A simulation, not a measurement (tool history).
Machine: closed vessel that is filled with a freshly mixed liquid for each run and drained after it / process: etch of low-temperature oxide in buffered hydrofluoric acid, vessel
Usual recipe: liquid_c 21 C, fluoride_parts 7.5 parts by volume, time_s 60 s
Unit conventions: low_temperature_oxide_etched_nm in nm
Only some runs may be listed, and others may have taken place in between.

run   hour  liquid_c  fluoride_parts  time_s  read-back film thickness of the low-temperature oxide reference wafer, read on the same gauge (nm)  low_temperature_oxide_etched_nm
  1      0        21               6      70                                                                                                 150                           625.65
  2   49.3        21               6      70                                                                                                 150                           611.36
        60  -- gauge calibrated
  3   86.2        21             7.5      60                                                                                              149.99                           436.29
  4    131        21             7.5      60                                                                                              150.01                            436.1
  5  198.7        21             7.5      60                                                                                              150.01                           438.72
  6  245.9        21             7.5      60                                                                                              150.01                           434.43
  7  428.2        21             8.5      60                                                                                              149.98                            393.3
       489  -- hydrofluoric acid flow meter replaced
  8  497.1        21             8.5      60                                                                                              150.02                           348.95
  9  525.1        21             7.5      60                                                                                                 150                           405.17
 10  588.4        21             7.5      60                                                                                              150.03                           404.55
 11  624.2        21             7.5      60                                                                                              150.02                           402.17
     634.9  -- thermometer replaced
 12  671.2      25.5              10      70                                                                                                 150                           457.47
       690  -- gauge calibrated
 13  697.7        17             5.5      90                                                                                                 150                           630.46
 14  730.8        21             7.5      60                                                                                              149.99                           400.57
 15  768.2        17             7.5      60                                                                                              150.01                           322.42
 16    825      25.5             9.5      60                                                                                              149.98                           409.48
 17  870.6      22.5             7.5      45                                                                                              150.01                           330.68

Run 18 comes next. What will it give?
 18  919.4      19.5             8.5      45                                                                                                   ?                                ?

read-back film thickness of the low-temperature oxide reference wafer, read on the same gauge (nm): 150.01
low_temperature_oxide_etched_nm: 245.39 nm
Were there no unlogged condition in the tool, this run, its random variation unchanged, would have produced low_temperature_oxide_etched_nm 236.51 nm.
